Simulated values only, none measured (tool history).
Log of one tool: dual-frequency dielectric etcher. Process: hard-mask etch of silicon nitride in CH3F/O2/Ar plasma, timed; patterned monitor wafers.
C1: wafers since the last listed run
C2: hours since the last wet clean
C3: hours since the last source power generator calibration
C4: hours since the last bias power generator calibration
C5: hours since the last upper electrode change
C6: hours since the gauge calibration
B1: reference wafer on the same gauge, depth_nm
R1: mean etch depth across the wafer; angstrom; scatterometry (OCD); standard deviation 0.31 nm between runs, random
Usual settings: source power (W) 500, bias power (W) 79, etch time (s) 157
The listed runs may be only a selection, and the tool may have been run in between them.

run 1 day=0 | source_power_(W)=500 bias_power_(W)=79 etch_time_(s)=157 | C1=0 C2=6.8 C3=3782.5 C4=1131.6 C5=3207 C6=115.8 | B1=105 | R1=1289
run 2 day=5.096 | source_power_(W)=550 bias_power_(W)=79 etch_time_(s)=157 | C1=916 C2=129.1 C3=3904.8 C4=1253.9 C5=3329.3 C6=238.1 | B1=105 | R1=1355
run 3 day=8.096 | source_power_(W)=550 bias_power_(W)=79 etch_time_(s)=157 | C1=539 C2=201.1 C3=3976.8 C4=1325.9 C5=3401.3 C6=310.1 | B1=105 | R1=1353
run 4 day=16.638 | source_power_(W)=550 bias_power_(W)=79 etch_time_(s)=157 | C1=1535 C2=406.1 C3=4181.8 C4=1530.9 C5=3606.3 C6=515.1 | B1=105 | R1=1366
run 5 day=18.388 | source_power_(W)=500 bias_power_(W)=66 etch_time_(s)=157 | C1=314 C2=448.1 C3=4223.8 C4=1572.9 C5=3648.3 C6=557.1 | B1=105 | R1=1236
run 6 day=22.233 | source_power_(W)=500 bias_power_(W)=66 etch_time_(s)=157 | C1=691 C2=540.4 C3=4316.1 C4=1665.2 C5=3740.6 C6=649.4 | B1=105 | R1=1245
run 7 day=25.683 | source_power_(W)=500 bias_power_(W)=66 etch_time_(s)=157 | C1=620 C2=623.2 C3=4398.9 C4=1748 C5=3823.4 C6=732.2 | B1=105 | R1=1247
-- day=29.029 wet clean of the chamber
run 8 day=29.05 | source_power_(W)=500 bias_power_(W)=79 etch_time_(s)=157 | C1=425 C2=0.5 C3=4479.7 C4=1828.8 C5=3904.2 C6=813 | B1=105 | R1=1245
-- day=31.129 upper electrode replaced
run 9 day=31.604 | source_power_(W)=500 bias_power_(W)=79 etch_time_(s)=178 | C1=279 C2=61.8 C3=4541 C4=1890.1 C5=11.4 C6=874.3 | B1=105 | R1=1412
run 10 day=34.329 | source_power_(W)=500 bias_power_(W)=79 etch_time_(s)=178 | C1=489 C2=127.2 C3=4606.4 C4=1955.5 C5=76.8 C6=939.7 | B1=105 | R1=1417
run 11 day=36.979 | source_power_(W)=500 bias_power_(W)=79 etch_time_(s)=178 | C1=476 C2=190.8 C3=4670 C4=2019.1 C5=140.4 C6=1003.3 | B1=104.9 | R1=1423
run 12 day=41.275 | source_power_(W)=500 bias_power_(W)=79 etch_time_(s)=157 | C1=772 C2=293.9 C3=4773.1 C4=2122.2 C5=243.5 C6=1106.4 | B1=105.1 | R1=1258
run 13 day=43.55 | source_power_(W)=500 bias_power_(W)=79 etch_time_(s)=157 | C1=409 C2=348.5 C3=4827.7 C4=2176.8 C5=298.1 C6=1161 | B1=105 | R1=1258
run 14 day=47.004 | source_power_(W)=500 bias_power_(W)=79 etch_time_(s)=157 | C1=621 C2=431.4 C3=4910.6 C4=2259.7 C5=381 C6=1243.9 | B1=105 | R1=1261
-- day=50.125 wet clean of the chamber, repeated, since the last time left the tool worse
run 15 day=51.4 | source_power_(W)=500 bias_power_(W)=79 etch_time_(s)=189 | C1=610 C2=30.6 C3=5016.1 C4=2365.2 C5=486.5 C6=1349.4 | B1=105 | R1=1562
-- day=53.817 source power generator calibrated
-- day=55.438 bias power generator calibrated
run 16 day=55.458 | source_power_(W)=440 bias_power_(W)=79 etch_time_(s)=139 | C1=669 C2=128 C3=39.4 C4=0.5 C5=583.9 C6=1446.8 | B1=105 | R1=1084
-- day=56.267 gauge calibrated
run 17 day=59.038 | source_power_(W)=540 bias_power_(W)=65 etch_time_(s)=157 | C1=643 C2=213.9 C3=125.3 C4=86.4 C5=669.8 C6=66.5 | B1=105.1 | R1=1273
run 18 day=62.679 | source_power_(W)=500 bias_power_(W)=69 etch_time_(s)=157 | C1=654 C2=301.3 C3=212.7 C4=173.8 C5=757.2 C6=153.9 | B1=105 | R1=1253
run 19 day=65.458 | source_power_(W)=440 bias_power_(W)=79 etch_time_(s)=157 | C1=499 C2=368 C3=279.4 C4=240.5 C5=823.9 C6=220.6 | B1=105 | R1=1241
run 20 day=69.079 | source_power_(W)=610 bias_power_(W)=66 etch_time_(s)=157 | C1=650 C2=454.9 C3=366.3 C4=327.4 C5=910.8 C6=307.5 | B1=105 | R1=1365
run 21 day=71.075 | source_power_(W)=420 bias_power_(W)=79 etch_time_(s)=135 | C1=358 C2=502.8 C3=414.2 C4=375.3 C5=958.7 C6=355.4 | B1=105 | R1=1045
run 22 day=73.412 | source_power_(W)=500 bias_power_(W)=79 etch_time_(s)=157 | C1=420 C2=558.9 C3=470.3 C4=431.4 C5=1014.8 C6=411.5 | B1=105 | R1=1321
run 23 day=75.433 | source_power_(W)=560 bias_power_(W)=70 etch_time_(s)=188.5 | C1=363 C2=607.4 C3=518.8 C4=479.9 C5=1063.3 C6=460 | B1=105 | R1=1611
-- day=77.221 wet clean of the chamber
run 24 day=78.375 | source_power_(W)=540 bias_power_(W)=67 etch_time_(s)=113.5 | C1=349 C2=27.7 C3=589.4 C4=550.5 C5=1133.9 C6=530.6 | B1=105 | R1=923
run 25 day=80.333 | source_power_(W)=560 bias_power_(W)=70 etch_time_(s)=179 | C1=352 C2=74.7 C3=636.4 C4=597.5 C5=1180.9 C6=577.6 | B1=105 | R1=1500
run 26 day=83.108 | source_power_(W)=500 bias_power_(W)=72 etch_time_(s)=157 | C1=498 C2=141.3 C3=703 C4=664.1 C5=1247.5 C6=644.2 | B1=105 | R1=1264
run 27 day=85.929 | source_power_(W)=600 bias_power_(W)=69 etch_time_(s)=188.5 | C1=507 C2=209 C3=770.7 C4=731.8 C5=1315.2 C6=711.9 | B1=105 | R1=1629
run 28 day=88.362 | source_power_(W)=430 bias_power_(W)=93 etch_time_(s)=114 | C1=437 C2=267.4 C3=829.1 C4=790.2 C5=1373.6 C6=770.3 | B1=105 | R1=929

What was the tool's hidden state at every run in the log?
source power that arrives over what is set, %: 0 on each run
bias power that arrives over what is set, %: 0 on each run
gauge reads high (%): 0 on each run
H1: etch rate over this chamber's usual, %
run=1 H1=-0.14
run=2 H1=0.258
run=3 H1=0.493
run=4 H1=1.16
run=5 H1=1.3
run=6 H1=1.6
run=7 H1=1.87
run=8 H1=-3.84
run=9 H1=-3.64
run=10 H1=-3.43
run=11 H1=-3.22
run=12 H1=-2.88
run=13 H1=-2.71
run=14 H1=-2.43
run=15 H1=0.41
run=16 H1=0.727
run=17 H1=1.01
run=18 H1=1.29
run=19 H1=1.51
run=20 H1=1.79
run=21 H1=1.95
run=22 H1=2.13
run=23 H1=2.29
run=24 H1=0.15
run=25 H1=0.303
run=26 H1=0.52
run=27 H1=0.74
run=28 H1=0.931
